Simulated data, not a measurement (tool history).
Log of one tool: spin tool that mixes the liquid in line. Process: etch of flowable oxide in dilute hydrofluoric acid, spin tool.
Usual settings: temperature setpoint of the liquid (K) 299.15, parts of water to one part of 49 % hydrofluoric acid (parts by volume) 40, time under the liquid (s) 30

run,hour,temperature setpoint of the liquid (K),parts of water to one part of 49 % hydrofluoric acid (parts by volume),time under the liquid (s),"read-back film thickness of the flowable oxide reference wafer, read on the same gauge (nm)",thickness taken off the flowable oxide on a monitor wafer (nm)
1,0,299.15,40,40,129.99,52.6
2,69.4,299.15,40,40,130,52.28
3,138.5,299.15,40,40,130.03,51.74
4,203.9,299.15,40,15,130.01,19.64
5,231.4,299.15,40,30,130,38.07
6,263.6,299.15,40,30,130,38.68
7,307.5,299.15,40,30,129.98,37.94
8,340.2,299.15,40,35,130.03,45.16
9,381.7,299.15,40,35,130.03,44.83
10,439,299.15,45,30,130,33.57
11,476.8,299.15,45,30,130.01,33.75
12,509.1,299.15,50,30,130.01,30.05
13,542.1,299.15,50,15,130.03,14.94
# hour 554.1: gauge calibrated
14,585.9,297.65,40,30,130.01,35.39
15,629.4,299.15,25,30,129.98,61.23
16,693.1,297.15,55,15,129.97,12.36
# hour 798.1: thermometer replaced
17,844.3,299.15,60,50,129.98,43.4
18,894.7,301.65,55,15,130.03,15.68
19,940.8,297.65,55,30,129.98,26.82
20,1000.8,302.65,50,20,129.99,24.08
21,1055.5,303.65,30,15,130,32.35
22,1124.6,299.15,40,30,129.98,39.67
# hour 1149.5: hydrofluoric acid flow meter replaced
23,1161,302.65,40,30,129.99,45.35
24,1214.8,299.15,50,25,130,25.73
25,1406.3,304.15,40,15,130.01,23.4

Forecast run 26:
26,1449.2,299.15,40,30,?,?

{"run 26": {"read-back film thickness of the flowable oxide reference wafer, read on the same gauge (nm)": 130.02, "thickness taken off the flowable oxide on a monitor wafer (nm)": 38.14}}
Without the tool's hidden state the same run would have given thickness taken off the flowable oxide on a monitor wafer (nm) 40.58.
